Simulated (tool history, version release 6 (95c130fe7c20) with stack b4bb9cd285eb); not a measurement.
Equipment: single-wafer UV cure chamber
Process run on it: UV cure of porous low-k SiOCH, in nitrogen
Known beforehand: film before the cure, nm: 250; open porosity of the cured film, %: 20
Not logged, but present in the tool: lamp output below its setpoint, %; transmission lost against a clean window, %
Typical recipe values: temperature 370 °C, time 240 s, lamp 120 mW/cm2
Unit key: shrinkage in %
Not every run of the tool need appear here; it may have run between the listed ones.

run,hour,temperature,time,lamp,wafers since the last listed run,hours since the UV bulbs were replaced,wafers since the quartz window was cleaned,shrinkage
1,0.0,374,240,120,0,486.8,84,13.955
2,41.8,374,240,120,194,528.6,278,14.099
3,103.2,374,240,120,285,590.0,564,13.780
4,131.0,370,180,120,129,617.8,693,12.381
5,194.5,370,180,120,295,681.3,988,12.199
6,243.4,370,240,120,227,730.2,1216,13.743
7,297.0,370,240,120,249,783.8,1465,13.676
8,337.6,370,240,120,188,824.4,1654,13.695
# hour 382.3: quartz window cleaned
9,393.7,370,240,102,223,880.5,53,12.947
10,506.8,370,240,134,526,993.6,579,13.795
11,546.6,370,240,120,185,1033.4,764,13.453
12,578.1,370,240,120,146,1064.9,910,13.167
13,607.3,370,240,120,135,1094.1,1046,13.074
14,644.8,370,270,120,174,1131.6,1221,13.875
15,719.5,370,270,120,347,1206.3,1568,13.589
16,771.2,370,270,120,240,1258.0,1809,13.524
# hour 780.0: quartz window cleaned
17,817.2,357,240,120,176,1304.0,172,12.948
# hour 910.2: UV bulbs replaced
18,958.6,354,135,101,620,48.4,793,10.274
19,1004.7,370,240,120,214,94.5,1007,14.380
20,1033.0,370,240,120,131,122.8,1139,14.442
21,1096.1,370,320,120,293,185.9,1432,15.572
# hour 1119.7: quartz window cleaned
22,1126.8,370,175,134,105,216.6,32,12.939
23,1174.3,370,240,120,220,264.1,253,14.358
24,1243.5,370,240,120,321,333.3,575,13.978
25,1304.7,384,325,84,284,394.5,860,13.839
26,1332.7,370,175,120,130,422.5,990,12.667
27,1360.7,375,300,159,130,450.5,1120,17.190
28,1416.0,361,240,120,257,505.8,1378,13.681
29,1481.8,351,370,120,306,571.6,1684,16.124
30,1528.1,355,240,120,215,617.9,1899,13.772
# hour 1555.3: quartz window cleaned
31,1571.7,355,240,151,165,661.5,76,14.951
32,1637.4,370,240,120,305,727.2,381,13.646
33,1696.0,352,140,85,272,785.8,654,8.539

Entry by entry between the runs, the difference in hidden state between the last listed run before and the first listed run after:
Logged between run 8 and run 9: quartz window cleaned (hour 382.3)
  lamp output below its setpoint, %: 19.2 -> 20.5
  the result without the hidden state subtracted from the measured one, shrinkage: -1.159 -> -1.242 %
Logged between run 16 and run 17: quartz window cleaned (hour 780.0)
  lamp output below its setpoint, %: 29.1 -> 30.2
  the result without the hidden state subtracted from the measured one, shrinkage: -1.873 -> -1.981 %
Logged between run 17 and run 18: UV bulbs replaced (hour 910.2)
  lamp output below its setpoint, %: 30.2 -> 3.22
  the result without the hidden state subtracted from the measured one, shrinkage: -1.981 -> -0.162 %
Logged between run 21 and run 22: quartz window cleaned (hour 1119.7)
  lamp output below its setpoint, %: 6.38 -> 7.08
  the result without the hidden state subtracted from the measured one, shrinkage: -0.359 -> -0.382 %
Logged between run 30 and run 31: quartz window cleaned (hour 1555.3)
  lamp output below its setpoint, %: 16.3 -> 17.3
  the result without the hidden state subtracted from the measured one, shrinkage: -0.982 -> -1.071 %

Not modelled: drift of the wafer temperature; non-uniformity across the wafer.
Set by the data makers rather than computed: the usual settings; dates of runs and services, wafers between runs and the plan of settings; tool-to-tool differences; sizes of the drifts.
